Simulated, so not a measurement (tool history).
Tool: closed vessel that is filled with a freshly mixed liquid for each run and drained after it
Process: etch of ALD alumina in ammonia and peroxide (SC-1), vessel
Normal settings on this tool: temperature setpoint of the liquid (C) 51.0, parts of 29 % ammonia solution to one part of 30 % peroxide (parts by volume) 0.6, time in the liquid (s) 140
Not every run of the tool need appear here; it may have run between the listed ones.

| run | hour | temperature setpoint of the liquid (C) | parts of 29 % ammonia solution to one part of 30 % peroxide (parts by volume) | time in the liquid (s) | wafers since the last listed run | hours since the thermometer was replaced | hours since the ammonia flow meter was replaced | hours since the drum of ammonia solution was connected | hours since the gauge calibration | read-back film thickness of the ALD alumina reference wafer, read on the same gauge (nm) | thickness taken off the ALD alumina on a monitor wafer (Å) |
|---|---|---|---|---|---|---|---|---|---|---|---|
| 1 | 0.0 | 51.0 | 0.7 | 140 | 0 | 1126.3 | 1589.6 | 138.4 | 471.3 | 30.03 | 60.4 |
|  | 141.5 | thermometer replaced |
|  | 247.6 | new drum of ammonia solution connected |
| 2 | 259.8 | 51.0 | 0.7 | 140 | 20513 | 118.3 | 1849.4 | 12.2 | 731.1 | 29.96 | 62.2 |
| 3 | 321.9 | 51.0 | 0.6 | 95 | 4941 | 180.4 | 1911.5 | 74.3 | 793.2 | 30.00 | 41.1 |
| 4 | 427.8 | 51.0 | 0.6 | 140 | 8426 | 286.3 | 2017.4 | 180.2 | 899.1 | 30.01 | 61.3 |
| 5 | 515.7 | 51.0 | 0.6 | 140 | 6994 | 374.2 | 2105.3 | 268.1 | 987.0 | 30.02 | 60.6 |
| 6 | 615.9 | 51.0 | 0.6 | 140 | 7973 | 474.4 | 2205.5 | 368.3 | 1087.2 | 29.97 | 60.4 |
|  | 633.0 | new drum of ammonia solution connected |
| 7 | 715.9 | 51.0 | 0.6 | 140 | 7877 | 574.4 | 2305.5 | 82.9 | 1187.2 | 30.03 | 60.2 |
| 8 | 762.6 | 51.0 | 0.6 | 140 | 3716 | 621.1 | 2352.2 | 129.6 | 1233.9 | 30.02 | 59.4 |
| 9 | 806.8 | 51.0 | 0.6 | 140 | 3517 | 665.3 | 2396.4 | 173.8 | 1278.1 | 30.00 | 59.8 |
| 10 | 870.8 | 51.0 | 0.6 | 140 | 5092 | 729.3 | 2460.4 | 237.8 | 1342.1 | 29.96 | 59.0 |
|  | 873.6 | ammonia flow meter replaced |
| 11 | 955.6 | 47.0 | 0.7 | 215 | 6668 | 814.1 | 82.0 | 322.6 | 1426.9 | 30.02 | 74.5 |
|  | 1014.9 | gauge calibrated |
| 12 | 1016.3 | 45.0 | 0.7 | 105 | 4830 | 874.8 | 142.7 | 383.3 | 1.4 | 29.97 | 32.5 |
| 13 | 1091.1 | 60.5 | 0.7 | 65 | 5952 | 949.6 | 217.5 | 458.1 | 76.2 | 30.02 | 46.4 |
|  | 1106.8 | new drum of ammonia solution connected |
| 14 | 1170.3 | 45.0 | 0.6 | 80 | 6222 | 1028.8 | 296.7 | 63.5 | 155.4 | 29.97 | 24.0 |

The next listed run, before its measurement:
| 15 | 1218.3 | 51.0 | 0.6 | 170 | 3819 | 1076.8 | 344.7 | 111.5 | 203.4 | ? | ? |

{"run 15": {"read-back film thickness of the ALD alumina reference wafer, read on the same gauge (nm)": 30.02, "thickness taken off the ALD alumina on a monitor wafer (Å)": 72.4}}
Minus the tool's unlogged condition, the same run would have read thickness taken off the ALD alumina on a monitor wafer (Å) 74.9.

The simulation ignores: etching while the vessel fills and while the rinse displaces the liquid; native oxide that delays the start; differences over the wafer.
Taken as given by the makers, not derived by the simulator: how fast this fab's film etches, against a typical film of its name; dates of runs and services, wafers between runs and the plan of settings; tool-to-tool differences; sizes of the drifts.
